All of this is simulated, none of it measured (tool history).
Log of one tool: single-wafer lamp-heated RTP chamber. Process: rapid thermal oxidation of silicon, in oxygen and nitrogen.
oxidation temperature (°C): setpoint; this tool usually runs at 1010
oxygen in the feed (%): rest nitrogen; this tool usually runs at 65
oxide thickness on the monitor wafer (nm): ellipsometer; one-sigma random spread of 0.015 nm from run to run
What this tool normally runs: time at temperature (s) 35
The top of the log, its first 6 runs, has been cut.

run	hour	oxidation temperature (°C)	time at temperature (s)	oxygen in the feed (%)	wafers since the last listed run	wafers since the last pyrometer calibration	hours since the oxygen flow controller was replaced	hours since the gauge calibration	read-back reference wafer on the same gauge, thickness	oxide thickness on the monitor wafer (nm)
# hour 157.7: pyrometer window cleaned and pyrometer calibrated
7	176.2	1010	35	76	203	181	2853.5	577.3	4.593	4.545
8	254.8	1010	35	76	770	951	2932.1	655.9	4.591	4.600
9	288.8	1010	35	84	333	1284	2966.1	689.9	4.593	4.764
10	308.9	1010	35	84	197	1481	2986.2	710.0	4.586	4.808
11	333.5	1010	35	84	241	1723	3010.8	734.6	4.597	4.753
12	365.1	1010	35	65	309	2032	3042.4	766.2	4.590	4.414
13	378.9	1010	35	65	135	2168	3056.2	780.0	4.586	4.422
14	399.4	1010	35	65	200	2369	3076.7	800.5	4.587	4.437
# hour 420.6: oxygen flow controller replaced
15	421.1	1010	35	65	134	2503	0.5	822.2	4.590	4.416
# hour 442.4: pyrometer window cleaned and pyrometer calibrated
16	445.6	1031	48	65	161	31	25.0	846.7	4.596	5.736
17	463.8	1010	35	65	178	209	43.2	864.9	4.591	4.306
18	489.1	1010	35	65	248	457	68.5	890.2	4.588	4.346
19	507.5	984	27	76	180	638	86.9	908.6	4.593	3.499
20	532.4	1010	35	84	244	882	111.8	933.5	4.589	4.752

Predict the results of run 21:
21	561.7	991	43	65	287	1169	141.1	962.8	?	?

{"run 21": {"read-back reference wafer on the same gauge, thickness": 4.59, "oxide thickness on the monitor wafer (nm)": 4.192}}
If the tool had no hidden condition, the same run with the same run-to-run variation would have returned oxide thickness on the monitor wafer (nm) 4.139.
